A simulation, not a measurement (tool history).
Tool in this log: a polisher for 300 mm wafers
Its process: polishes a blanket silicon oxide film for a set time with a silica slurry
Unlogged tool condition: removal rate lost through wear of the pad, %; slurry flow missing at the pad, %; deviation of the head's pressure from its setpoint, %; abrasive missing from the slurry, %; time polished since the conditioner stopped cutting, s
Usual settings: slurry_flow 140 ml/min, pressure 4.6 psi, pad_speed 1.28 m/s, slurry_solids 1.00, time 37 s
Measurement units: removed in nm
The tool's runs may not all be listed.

run    hour  slurry_flow  pressure  pad_speed  slurry_solids  time  wafers since the last listed run  wafers polished on this pad  hours since the slurry nozzle was cleaned  hours since the head pressure was calibrated  hours since the slurry blender was calibrated  hours since the conditioning disc was replaced  incoming thickness of the incoming film, nm  removed
  1     0.0          170       3.3       1.28           1.00    37                                 0                         5457                                      490.3                                         527.8                                          267.2                                           541.6                                       1219.8    105.4
       13.2  -- head pressure recalibrated
       20.1  -- slurry nozzle cleaned
  2    47.7          170       3.3       1.28           1.00    37                               546                         6004                                       27.6                                          34.5                                          314.9                                           589.3                                       1233.3    109.1
      128.5  -- conditioning disc replaced and pad reconditioned
  3   143.5          170       3.3       1.28           1.00    37                              1146                         7150                                      123.4                                         130.3                                          410.7                                            15.0                                       1222.8    107.4
  4   180.4          140       4.0       1.28           1.00    37                               451                         7601                                      160.3                                         167.2                                          447.6                                            51.9                                       1225.3    125.4
      206.9  -- worn pad replaced by a new one
  5   243.4          140       4.6       1.28           1.00    37                               721                          446                                      223.3                                         230.2                                          510.6                                           114.9                                       1225.0    144.0
      302.3  -- slurry blender recalibrated
  6   317.6          140       4.6       1.28           1.00    37                               882                         1328                                      297.5                                         304.4                                           15.3                                           189.1                                       1223.4    144.0
  7   357.6          140       6.1       1.48           1.00    37                               488                         1817                                      337.5                                         344.4                                           55.3                                           229.1                                       1230.8    209.8
  8   455.1          140       4.6       1.28           1.00    37                              1191                         3009                                      435.0                                         441.9                                          152.8                                           326.6                                       1241.8    143.4
  9   521.2          140       4.6       0.90           1.20    37                               807                         3817                                      501.1                                         508.0                                          218.9                                           392.7                                       1207.1    123.4
 10   619.7          140       5.3       1.70           1.10    37                              1204                         5021                                      599.6                                         606.5                                          317.4                                           491.2                                       1192.6    210.2
      634.1  -- head pressure recalibrated
      639.6  -- slurry nozzle cleaned
      649.6  -- conditioning disc replaced and pad reconditioned
      708.8  -- worn pad replaced by a new one
 11   720.3          140       6.2       1.28           1.00    37                              1119                          140                                       80.7                                          86.2                                          418.0                                            70.7                                       1214.0    197.5
 12   827.8          140       4.6       1.28           1.30    24                              1314                         1454                                      188.2                                         193.7                                          525.5                                           178.2                                       1209.0    104.7
      839.4  -- slurry blender recalibrated
 13   893.6          140       4.6       1.28           1.00    37                               779                         2234                                      254.0                                         259.5                                           54.2                                           244.0                                       1237.9    144.8
 14   941.3          140       6.2       1.28           1.00    37                               583                         2817                                      301.7                                         307.2                                          101.9                                           291.7                                       1197.3    193.4
 15  1001.4          140       6.1       0.88           1.20    41                               734                         3552                                      361.8                                         367.3                                          162.0                                           351.8                                       1210.5    180.5
 16  1083.9          140       4.6       1.28           1.00    37                              1008                         4560                                      444.3                                         449.8                                          244.5                                           434.3                                       1220.6    142.5
     1159.2  -- slurry nozzle cleaned
     1200.2  -- head pressure recalibrated
     1301.4  -- worn pad replaced by a new one
     1305.9  -- conditioning disc replaced and pad reconditioned
 17  1321.2          140       4.6       1.28           1.00    37                              2790                          218                                      162.0                                         121.0                                          481.8                                            15.3                                       1213.2    144.9
 18  1376.7          180       4.6       1.28           0.70    37                               678                          896                                      217.5                                         176.5                                          537.3                                            70.8                                       1225.2    128.6
     1410.3  -- slurry blender recalibrated
 19  1431.2          140       4.6       1.28           1.00    37                               641                         1538                                      272.0                                         231.0                                           20.9                                           125.3                                       1214.3    142.8
 20  1515.8          140       4.6       1.28           1.00    37                              1034                         2572                                      356.6                                         315.6                                          105.5                                           209.9                                       1217.8    145.5
 21  1600.6          125       5.3       0.90           1.00    32                              1036                         3608                                      441.4                                         400.4                                          190.3                                           294.7                                       1226.7    112.3
 22  1663.1          165       4.6       1.28           1.00    37                               763                         4372                                      503.9                                         462.9                                          252.8                                           357.2                                       1239.3    149.4
 23  1753.3          100       4.6       1.28           1.00    47                              1102                         5475                                      594.1                                         553.1                                          343.0                                           447.4                                       1221.4    173.1
     1783.4  -- slurry nozzle cleaned
     1842.3  -- conditioning disc replaced and pad reconditioned
     1846.9  -- head pressure recalibrated
 24  1857.8          140       5.8       1.28           0.90    37                              1216                         6691                                       74.4                                          10.9                                          447.5                                            15.5                                       1235.8    178.1

5 ways to go on from here, each from the tool as it stands after run 24. What would each give?
  A  1858.2          140       4.6       1.28           1.00    37                                 4                         6696                                       74.8                                          11.3                                          447.9                                            15.9                                       1215.5        ?
  B  1858.2          140       4.6       1.10           0.90    37                                 4                         6696                                       74.8                                          11.3                                          447.9                                            15.9                                       1215.5        ?
  C  1858.2          160       5.5       1.64           0.80    37                                 4                         6696                                       74.8                                          11.3                                          447.9                                            15.9                                       1215.5        ?
  D  1858.2          140       3.0       1.66           1.10    37                                 4                         6696                                       74.8                                          11.3                                          447.9                                            15.9                                       1215.5        ?
  E  1858.2          140       4.6       1.62           0.85    37                                 4                         6696                                       74.8                                          11.3                                          447.9                                            15.9                                       1215.5        ?

run  removed
  A    148.7
  B    129.3
  C    197.6
  D    120.0
  E    164.1
With no hidden state in the tool, these same runs would have given:
run  removed
  A    148.7
  B    129.3
  C    197.6
  D    120.0
  E    164.1
